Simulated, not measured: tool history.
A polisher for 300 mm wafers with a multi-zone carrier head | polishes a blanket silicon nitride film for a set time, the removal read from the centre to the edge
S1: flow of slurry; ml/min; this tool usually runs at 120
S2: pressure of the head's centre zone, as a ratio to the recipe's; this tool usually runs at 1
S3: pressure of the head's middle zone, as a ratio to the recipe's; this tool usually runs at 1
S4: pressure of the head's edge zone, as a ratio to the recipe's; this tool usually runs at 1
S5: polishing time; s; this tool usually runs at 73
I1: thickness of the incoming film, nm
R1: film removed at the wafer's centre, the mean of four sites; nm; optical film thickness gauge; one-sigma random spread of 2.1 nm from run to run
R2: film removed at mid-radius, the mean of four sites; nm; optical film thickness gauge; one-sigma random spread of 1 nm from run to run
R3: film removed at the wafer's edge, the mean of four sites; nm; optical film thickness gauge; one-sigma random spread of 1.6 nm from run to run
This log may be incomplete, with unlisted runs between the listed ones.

run	hour	S1	S2	S3	S4	S5	I1	R1	R2	R3
1	0	120	1	0.95	1	73	487.3	146.8	140.4	142.6
2	30.5	120	1.07	1	0.89	73	501.3	152.2	145.1	140.9
3	67.1	135	1.09	1	1	73	490.1	161.8	151.5	149.6
4	79.2	120	0.94	1.12	1	56	485.7	106.9	122.7	112.9
5	97.2	150	1.12	0.9	0.89	73	487.5	168	142.6	146.7
6	113.4	95	1	0.89	0.92	61	490.8	107.6	98.1	106.4
# hour 121.5: centre zone pressure recalibrated
7	126.3	120	1	1	1	73	489	143.7	143.9	144.5
# hour 146.7: carrier head's membrane replaced by a new one
8	152.1	120	1.08	1	1	73	491.3	149.1	144.5	144.1
9	175.2	120	1	0.96	1.06	73	498.5	144	137.5	149.5
# hour 178.3: edge zone pressure recalibrated
10	202.5	120	1	1	1	73	498.2	142.1	142.6	146

For run 11, what comes out?
# hour 217.8: worn pad replaced by a new one
11	227.6	135	1	1	1	54	486.7	?	?	?

Run 11 came out at R1 111.6 nm, R2 108.9 nm, R3 109 nm.
The same run, on a tool lacking any hidden state, would have yielded R1 117.1 nm, R2 113.7 nm, R3 112.3 nm.

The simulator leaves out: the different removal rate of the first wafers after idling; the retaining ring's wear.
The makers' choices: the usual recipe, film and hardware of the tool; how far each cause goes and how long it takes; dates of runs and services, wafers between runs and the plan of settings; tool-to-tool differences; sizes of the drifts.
